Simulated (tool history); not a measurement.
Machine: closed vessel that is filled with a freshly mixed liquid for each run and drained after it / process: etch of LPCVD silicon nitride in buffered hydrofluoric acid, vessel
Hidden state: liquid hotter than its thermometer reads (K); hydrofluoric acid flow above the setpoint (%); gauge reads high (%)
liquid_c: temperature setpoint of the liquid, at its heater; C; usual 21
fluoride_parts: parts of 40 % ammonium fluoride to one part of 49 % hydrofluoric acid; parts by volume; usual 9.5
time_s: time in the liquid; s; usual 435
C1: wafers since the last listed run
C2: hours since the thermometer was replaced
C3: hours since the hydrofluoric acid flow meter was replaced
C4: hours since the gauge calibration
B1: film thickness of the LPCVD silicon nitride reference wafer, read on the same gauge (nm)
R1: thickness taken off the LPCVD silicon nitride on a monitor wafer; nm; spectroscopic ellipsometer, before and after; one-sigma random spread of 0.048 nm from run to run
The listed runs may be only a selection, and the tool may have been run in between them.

Run 1, hour 0: usual settings; C1 0; C2 1375.3; C3 328.9; C4 4283.1; B1 110.01. Result: R1 5.33 nm.
At hour 19.9: gauge calibrated.
Run 2, hour 71.9: usual settings; C1 5542; C2 1447.2; C3 400.8; C4 52; B1 110.03. Result: R1 5.36 nm.
Run 3, hour 177.4: usual settings but fluoride_parts 11.5 parts by volume, time_s 580 s; C1 8132; C2 1552.7; C3 506.3; C4 157.5; B1 109.98. Result: R1 6.12 nm.
Run 4, hour 270.4: usual settings; C1 7169; C2 1645.7; C3 599.3; C4 250.5; B1 110.01. Result: R1 5.45 nm.
Run 5, hour 373.9: usual settings; C1 7978; C2 1749.2; C3 702.8; C4 354; B1 110. Result: R1 5.37 nm.
Run 6, hour 458.8: usual settings; C1 6544; C2 1834.1; C3 787.7; C4 438.9; B1 109.99. Result: R1 5.49 nm.
Run 7, hour 517.6: usual settings; C1 4532; C2 1892.9; C3 846.5; C4 497.7; B1 110.01. Result: R1 5.45 nm.
Run 8, hour 610.8: usual settings but liquid_c 19 C, fluoride_parts 6 parts by volume, time_s 685 s; C1 7184; C2 1986.1; C3 939.7; C4 590.9; B1 110.04. Result: R1 12 nm.
At hour 632.3: thermometer replaced.
Run 9, hour 691.8: usual settings but liquid_c 19.5 C, time_s 365 s; C1 6166; C2 59.5; C3 1020.7; C4 671.9; B1 109.99. Result: R1 4.28 nm.
Run 10, hour 787: usual settings; C1 7338; C2 154.7; C3 1115.9; C4 767.1; B1 109.99. Result: R1 5.6 nm.
At hour 837.5: hydrofluoric acid flow meter replaced.
Run 11, hour 872: usual settings but liquid_c 19.5 C, time_s 550 s; C1 6475; C2 239.7; C3 34.5; C4 852.1; B1 109.99. Result: R1 6.13 nm.
Run 12, hour 920.4: usual settings; C1 3731; C2 288.1; C3 82.9; C4 900.5; B1 110. Result: R1 5.24 nm.
Run 13, hour 967.7: usual settings but fluoride_parts 12.5 parts by volume; C1 3646; C2 335.4; C3 130.2; C4 947.8; B1 109.98. Result: R1 4.08 nm.
Run 14, hour 1041.2: usual settings but time_s 345 s; C1 5665; C2 408.9; C3 203.7; C4 1021.3; B1 110.02. Result: R1 4.18 nm.
Run 15, hour 1126.5: usual settings; C1 6575; C2 494.2; C3 289; C4 1106.6; B1 109.97. Result: R1 5.29 nm.
Run 16, hour 1214: usual settings; C1 6745; C2 581.7; C3 376.5; C4 1194.1; B1 110.03. Result: R1 5.3 nm.
Run 17, hour 1303.4: usual settings but liquid_c 24.5 C, fluoride_parts 11 parts by volume, time_s 340 s; C1 6891; C2 671.1; C3 465.9; C4 1283.5; B1 109.97. Result: R1 4.51 nm.
Run 18, hour 1355: usual settings but liquid_c 19 C; C1 3977; C2 722.7; C3 517.5; C4 1335.1; B1 110. Result: R1 4.84 nm.
Run 19, hour 1423.6: usual settings but liquid_c 19.5 C, fluoride_parts 13 parts by volume, time_s 350 s; C1 5288; C2 791.3; C3 586.1; C4 1403.7; B1 109.99. Result: R1 3.02 nm.
Run 20, hour 1481.4: usual settings but time_s 250 s; C1 4455; C2 849.1; C3 643.9; C4 1461.5; B1 110.03. Result: R1 3.06 nm.
Run 21, hour 1545.4: usual settings but fluoride_parts 8 parts by volume, time_s 640 s; C1 4933; C2 913.1; C3 707.9; C4 1525.5; B1 110.01. Result: R1 9.49 nm.
Run 22, hour 1634.1: usual settings but liquid_c 19.5 C, fluoride_parts 12.5 parts by volume, time_s 500 s; C1 6837; C2 1001.8; C3 796.6; C4 1614.2; B1 109.97. Result: R1 4.6 nm.
Run 23, hour 1692.4: usual settings but liquid_c 25.5 C; C1 4494; C2 1060.1; C3 854.9; C4 1672.5; B1 109.97. Result: R1 6.9 nm.
Run 24, hour 1753.6: usual settings; C1 4717; C2 1121.3; C3 916.1; C4 1733.7; B1 110.03. Result: R1 5.49 nm.
Run 25, hour 1858.6: usual settings but liquid_c 17 C, time_s 585 s; C1 8094; C2 1226.3; C3 1021.1; C4 1838.7; B1 110. Result: R1 5.93 nm.
Run 26, hour 1964.7: usual settings but liquid_c 17 C, fluoride_parts 12 parts by volume, time_s 555 s; C1 8178; C2 1332.4; C3 1127.2; C4 1944.8; B1 109.99. Result: R1 4.69 nm.
Run 27, hour 2062.8: usual settings but liquid_c 25.5 C, fluoride_parts 7 parts by volume, time_s 240 s; C1 7562; C2 1430.5; C3 1225.3; C4 2042.9; B1 109.99. Result: R1 5.31 nm.
Run 28, hour 2144.9: usual settings; C1 6328; C2 1512.6; C3 1307.4; C4 2125; B1 109.98. Result: R1 5.61 nm.
At hour 2213.9: hydrofluoric acid flow meter replaced.
Run 29, hour 2225.8: usual settings but liquid_c 23 C, fluoride_parts 12 parts by volume; C1 6159; C2 1593.5; C3 11.9; C4 2205.9; B1 110.01. Result: R1 4.75 nm.
Run 30, hour 2304.9: usual settings but liquid_c 24.5 C, fluoride_parts 8 parts by volume, time_s 605 s; C1 6097; C2 1672.6; C3 91; C4 2285; B1 110.01. Result: R1 10.53 nm.
Run 31, hour 2390.7: usual settings but liquid_c 19.5 C, fluoride_parts 12.5 parts by volume, time_s 615 s; C1 6614; C2 1758.4; C3 176.8; C4 2370.8; B1 110.05. Result: R1 5.41 nm.

Describe how what the log doesn't record of the tool's condition differs between the last listed run preceding each entry between runs and the first listed run following it.
Between runs 1 and 2: gauge calibrated (hour 19.9)
  hydrofluoric acid flow above the setpoint (%): 3.71 -> 4.18
  difference, measured minus the result without the unlogged condition, R1: +0.12 -> +0.13 nm
Between runs 8 and 9: thermometer replaced (hour 632.3)
  hydrofluoric acid flow above the setpoint (%): 7.72 -> 8.25
  difference, measured minus the result without the unlogged condition, R1: +0.73 -> +0.26 nm
Between runs 10 and 11: hydrofluoric acid flow meter replaced (hour 837.5)
  hydrofluoric acid flow above the setpoint (%): 8.88 -> 0.877
  difference, measured minus the result without the unlogged condition, R1: +0.36 -> +0.03 nm
Between runs 28 and 29: hydrofluoric acid flow meter replaced (hour 2213.9)
  hydrofluoric acid flow above the setpoint (%): 9.24 -> 0.265
  difference, measured minus the result without the unlogged condition, R1: +0.38 -> +0.01 nm
